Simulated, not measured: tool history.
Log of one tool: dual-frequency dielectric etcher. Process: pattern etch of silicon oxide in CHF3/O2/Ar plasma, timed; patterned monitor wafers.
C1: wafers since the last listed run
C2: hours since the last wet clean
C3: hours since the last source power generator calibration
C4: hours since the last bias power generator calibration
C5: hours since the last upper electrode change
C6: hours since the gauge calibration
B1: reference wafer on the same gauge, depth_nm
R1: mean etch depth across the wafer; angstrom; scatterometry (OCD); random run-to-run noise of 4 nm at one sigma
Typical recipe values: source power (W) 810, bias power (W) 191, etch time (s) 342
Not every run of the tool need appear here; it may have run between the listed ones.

{"run": 1, "hour": 0.0, "source power (W)": 810, "bias power (W)": 191, "etch time (s)": 342, "C1": 0, "C2": 393, "C3": 1898.2, "C4": 2382.5, "C5": 5583.6, "C6": 277.8, "B1": 830.5, "R1": 7823}
{"hour": 16.7, "done": "gauge calibrated"}
{"run": 2, "hour": 28.6, "source power (W)": 810, "bias power (W)": 191, "etch time (s)": 342, "C1": 154, "C2": 421.6, "C3": 1926.8, "C4": 2411.1, "C5": 5612.2, "C6": 11.9, "B1": 831.3, "R1": 7755}
{"run": 3, "hour": 61.5, "source power (W)": 810, "bias power (W)": 191, "etch time (s)": 342, "C1": 178, "C2": 454.5, "C3": 1959.7, "C4": 2444, "C5": 5645.1, "C6": 44.8, "B1": 831.3, "R1": 7820}
{"run": 4, "hour": 77.2, "source power (W)": 810, "bias power (W)": 191, "etch time (s)": 342, "C1": 84, "C2": 470.2, "C3": 1975.4, "C4": 2459.7, "C5": 5660.8, "C6": 60.5, "B1": 829.5, "R1": 7799}
{"run": 5, "hour": 93.4, "source power (W)": 810, "bias power (W)": 191, "etch time (s)": 342, "C1": 87, "C2": 486.4, "C3": 1991.6, "C4": 2475.9, "C5": 5677, "C6": 76.7, "B1": 829.6, "R1": 7821}
{"run": 6, "hour": 114.7, "source power (W)": 810, "bias power (W)": 191, "etch time (s)": 342, "C1": 115, "C2": 507.7, "C3": 2012.9, "C4": 2497.2, "C5": 5698.3, "C6": 98, "B1": 833.3, "R1": 7820}
{"hour": 146.4, "done": "wet clean of the chamber"}
{"run": 7, "hour": 146.9, "source power (W)": 650, "bias power (W)": 191, "etch time (s)": 342, "C1": 44, "C2": 0.5, "C3": 2045.1, "C4": 2529.4, "C5": 5730.5, "C6": 130.2, "B1": 832.8, "R1": 6453}
{"run": 8, "hour": 158.5, "source power (W)": 650, "bias power (W)": 191, "etch time (s)": 342, "C1": 62, "C2": 12.1, "C3": 2056.7, "C4": 2541, "C5": 5742.1, "C6": 141.8, "B1": 830, "R1": 6514}
{"hour": 182.0, "done": "bias power generator calibrated"}
{"run": 9, "hour": 184.8, "source power (W)": 810, "bias power (W)": 191, "etch time (s)": 342, "C1": 120, "C2": 38.4, "C3": 2083, "C4": 2.8, "C5": 5768.4, "C6": 168.1, "B1": 831.3, "R1": 7517}
{"run": 10, "hour": 218.8, "source power (W)": 930, "bias power (W)": 171, "etch time (s)": 342, "C1": 184, "C2": 72.4, "C3": 2117, "C4": 36.8, "C5": 5802.4, "C6": 202.1, "B1": 832.1, "R1": 7879}
{"run": 11, "hour": 237.7, "source power (W)": 760, "bias power (W)": 179, "etch time (s)": 342, "C1": 102, "C2": 91.3, "C3": 2135.9, "C4": 55.7, "C5": 5821.3, "C6": 221, "B1": 831.8, "R1": 7076}
{"run": 12, "hour": 255.6, "source power (W)": 810, "bias power (W)": 232, "etch time (s)": 404.5, "C1": 96, "C2": 109.2, "C3": 2153.8, "C4": 73.6, "C5": 5839.2, "C6": 238.9, "B1": 831.7, "R1": 9567}
{"hour": 269.9, "done": "source power generator calibrated"}
{"hour": 318.2, "done": "gauge calibrated"}
{"run": 13, "hour": 325.2, "source power (W)": 990, "bias power (W)": 151, "etch time (s)": 296, "C1": 355, "C2": 178.8, "C3": 55.3, "C4": 143.2, "C5": 5908.8, "C6": 7, "B1": 830, "R1": 6866}
{"hour": 356.3, "done": "upper electrode replaced"}
{"run": 14, "hour": 358.5, "source power (W)": 810, "bias power (W)": 191, "etch time (s)": 342, "C1": 50, "C2": 212.1, "C3": 88.6, "C4": 176.5, "C5": 2.2, "C6": 40.3, "B1": 831.1, "R1": 7697}
{"run": 15, "hour": 377.0, "source power (W)": 810, "bias power (W)": 191, "etch time (s)": 253, "C1": 100, "C2": 230.6, "C3": 107.1, "C4": 195, "C5": 20.7, "C6": 58.8, "B1": 829.7, "R1": 5666}
{"run": 16, "hour": 412.1, "source power (W)": 810, "bias power (W)": 191, "etch time (s)": 253, "C1": 190, "C2": 265.7, "C3": 142.2, "C4": 230.1, "C5": 55.8, "C6": 93.9, "B1": 829, "R1": 5659}
{"run": 17, "hour": 437.9, "source power (W)": 810, "bias power (W)": 191, "etch time (s)": 442.5, "C1": 139, "C2": 291.5, "C3": 168, "C4": 255.9, "C5": 81.6, "C6": 119.7, "B1": 831.7, "R1": 10015}
{"run": 18, "hour": 451.8, "source power (W)": 810, "bias power (W)": 212, "etch time (s)": 292.5, "C1": 75, "C2": 305.4, "C3": 181.9, "C4": 269.8, "C5": 95.5, "C6": 133.6, "B1": 830.2, "R1": 6827}

3 options for the next run, each taken on its own from the tool as it stands now. Forecast them:
{"run": "A", "hour": 452.3, "source power (W)": 810, "bias power (W)": 191, "etch time (s)": 342, "C1": 2, "C2": 305.9, "C3": 182.4, "C4": 270.3, "C5": 96, "C6": 134.1, "B1": "?", "R1": "?"}
{"run": "B", "hour": 452.3, "source power (W)": 990, "bias power (W)": 191, "etch time (s)": 418, "C1": 2, "C2": 305.9, "C3": 182.4, "C4": 270.3, "C5": 96, "C6": 134.1, "B1": "?", "R1": "?"}
{"run": "C", "hour": 452.3, "source power (W)": 810, "bias power (W)": 172, "etch time (s)": 342, "C1": 2, "C2": 305.9, "C3": 182.4, "C4": 270.3, "C5": 96, "C6": 134.1, "B1": "?", "R1": "?"}

run=A B1=831.1 R1=7702
run=B B1=831.1 R1=10582
run=C B1=831.1 R1=7441
Without the tool's unlogged condition, the same runs would have read:
run=A R1=7491
run=B R1=10292
run=C R1=7238
